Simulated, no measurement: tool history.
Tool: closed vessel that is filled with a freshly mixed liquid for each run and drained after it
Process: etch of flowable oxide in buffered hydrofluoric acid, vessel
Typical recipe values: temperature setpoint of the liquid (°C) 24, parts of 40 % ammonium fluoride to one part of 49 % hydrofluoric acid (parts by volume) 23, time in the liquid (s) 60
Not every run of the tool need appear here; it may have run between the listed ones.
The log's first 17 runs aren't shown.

run	day	temperature setpoint of the liquid (°C)	parts of 40 % ammonium fluoride to one part of 49 % hydrofluoric acid (parts by volume)	time in the liquid (s)	wafers since the last listed run	hours since the thermometer was replaced	hours since the hydrofluoric acid flow meter was replaced	hours since the gauge calibration	read-back film thickness of the flowable oxide reference wafer, read on the same gauge (nm)	thickness taken off the flowable oxide on a monitor wafer (angstrom)
18	61.908	28.5	25.5	80	9036	715.8	825.8	3682.1	40.02	2651.8
# day 63.079: gauge calibrated
19	64.888	19	30	90	8924	787.3	897.3	43.4	40.01	1594.4
20	67.962	24	27	60	9211	861.1	971.1	117.2	40.03	1493.7
21	71.754	24	23	60	11357	952.1	1062.1	208.2	40.02	1639.9
22	73.988	24	23	60	6689	1005.7	1115.7	261.8	39.97	1661.6
23	78.304	24	23	60	12930	1109.3	1219.3	365.4	39.98	1660.3
24	82.292	24	23	60	11944	1205	1315	461.1	40	1631
# day 83.012: thermometer replaced
25	84.946	24	23	80	7825	46.4	1378.7	524.8	39.99	2220.7
26	87.204	21	20	60	6764	100.6	1432.9	579	40.02	1537.7
27	89.712	28	23	50	7513	160.8	1493.1	639.2	40.01	1741.6
28	93.042	25.5	23	60	9972	240.7	1573	719.1	39.96	1787.5
29	96.646	24	23	60	10796	327.2	1659.5	805.6	40.02	1657.3
30	98.388	24	23	60	5217	369	1701.3	847.4	40	1665.2
31	102.775	24	23	60	13142	474.3	1806.6	952.7	40.04	1663.9
32	104.75	22	19.5	60	5916	521.7	1854	1000.1	39.98	1690.2
33	108.675	24	19.5	60	11757	615.9	1948.2	1094.3	40.02	1878.7
34	112.642	24	29	30	11882	711.1	2043.4	1189.5	39.99	716.3

What if the next run were any one of these 3? Each begins from the tool's condition after run 34:
A	112.671	24	23	60	87	711.8	2044.1	1190.2	?	?
B	112.671	27.5	23	75	87	711.8	2044.1	1190.2	?	?
C	112.671	24	17.5	60	87	711.8	2044.1	1190.2	?	?

run	read-back film thickness of the flowable oxide reference wafer, read on the same gauge (nm)	thickness taken off the flowable oxide on a monitor wafer (angstrom)
A	39.99	1668.1
B	39.99	2521
C	39.99	2094.9
Take away the tool's hidden state, keep each run's random variation, and the runs would have read:
run	thickness taken off the flowable oxide on a monitor wafer (angstrom)
A	1668.1
B	2521
C	2094.9
